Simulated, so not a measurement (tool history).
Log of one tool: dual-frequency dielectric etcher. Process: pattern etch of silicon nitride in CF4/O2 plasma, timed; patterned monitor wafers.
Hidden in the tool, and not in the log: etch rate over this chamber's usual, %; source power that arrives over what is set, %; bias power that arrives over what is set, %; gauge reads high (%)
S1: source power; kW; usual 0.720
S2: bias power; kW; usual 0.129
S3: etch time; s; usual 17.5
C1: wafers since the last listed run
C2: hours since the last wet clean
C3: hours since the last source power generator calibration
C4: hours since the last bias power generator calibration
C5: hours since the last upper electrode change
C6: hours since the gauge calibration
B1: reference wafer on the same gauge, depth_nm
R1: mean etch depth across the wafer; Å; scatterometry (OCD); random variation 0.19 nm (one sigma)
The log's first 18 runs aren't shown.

run	hour	S1	S2	S3	C1	C2	C3	C4	C5	C6	B1	R1
19	1407.1	0.770	0.129	13.0	543	47.2	1492.3	716.7	1261.6	1562.6	39.19	331.2
20	1503.1	0.720	0.118	17.5	1223	143.2	1588.3	812.7	1357.6	1658.6	39.18	401.6
21	1590.2	0.610	0.109	13.0	1110	230.3	1675.4	899.8	1444.7	1745.7	39.20	244.0
22	1875.3	0.630	0.129	22.0	3634	515.4	1960.5	1184.9	1729.8	2030.8	39.07	457.5
23	1959.3	0.850	0.129	17.5	1070	599.4	2044.5	1268.9	1813.8	2114.8	38.99	487.0
24	2060.4	0.640	0.139	16.0	1288	700.5	2145.6	1370.0	1914.9	2215.9	39.15	346.3
25	2132.2	0.880	0.129	17.5	915	772.3	2217.4	1441.8	1986.7	2287.7	38.96	506.6
26	2172.7	0.770	0.129	13.0	516	812.8	2257.9	1482.3	2027.2	2328.2	38.98	328.4
# hour 2266.7: source power generator calibrated
27	2276.4	0.720	0.129	17.5	1271	916.5	9.7	1586.0	2130.9	2431.9	38.95	413.2
# hour 2304.7: wet clean of the chamber
28	2357.7	0.840	0.141	17.5	730	53.0	91.0	1667.3	2212.2	2513.2	39.07	497.0
29	2643.4	0.720	0.129	17.5	3642	338.7	376.7	1953.0	2497.9	2798.9	38.92	410.9
# hour 2693.6: upper electrode replaced
30	2736.6	0.580	0.129	19.0	882	431.9	469.9	2046.2	43.0	2892.1	38.85	360.0

Forecast each of these 3 alternatives for the next run:
A	2737.0	0.570	0.129	17.5	5	432.3	470.3	2046.6	43.4	2892.5	?	?
B	2737.0	0.720	0.129	22.5	5	432.3	470.3	2046.6	43.4	2892.5	?	?
C	2737.0	0.830	0.119	20.5	5	432.3	470.3	2046.6	43.4	2892.5	?	?

run	B1	R1
A	38.77	323.1
B	38.77	525.7
C	38.77	533.2
Without the tool's hidden state the same runs would have given:
run	R1
A	327.0
B	531.9
C	539.5

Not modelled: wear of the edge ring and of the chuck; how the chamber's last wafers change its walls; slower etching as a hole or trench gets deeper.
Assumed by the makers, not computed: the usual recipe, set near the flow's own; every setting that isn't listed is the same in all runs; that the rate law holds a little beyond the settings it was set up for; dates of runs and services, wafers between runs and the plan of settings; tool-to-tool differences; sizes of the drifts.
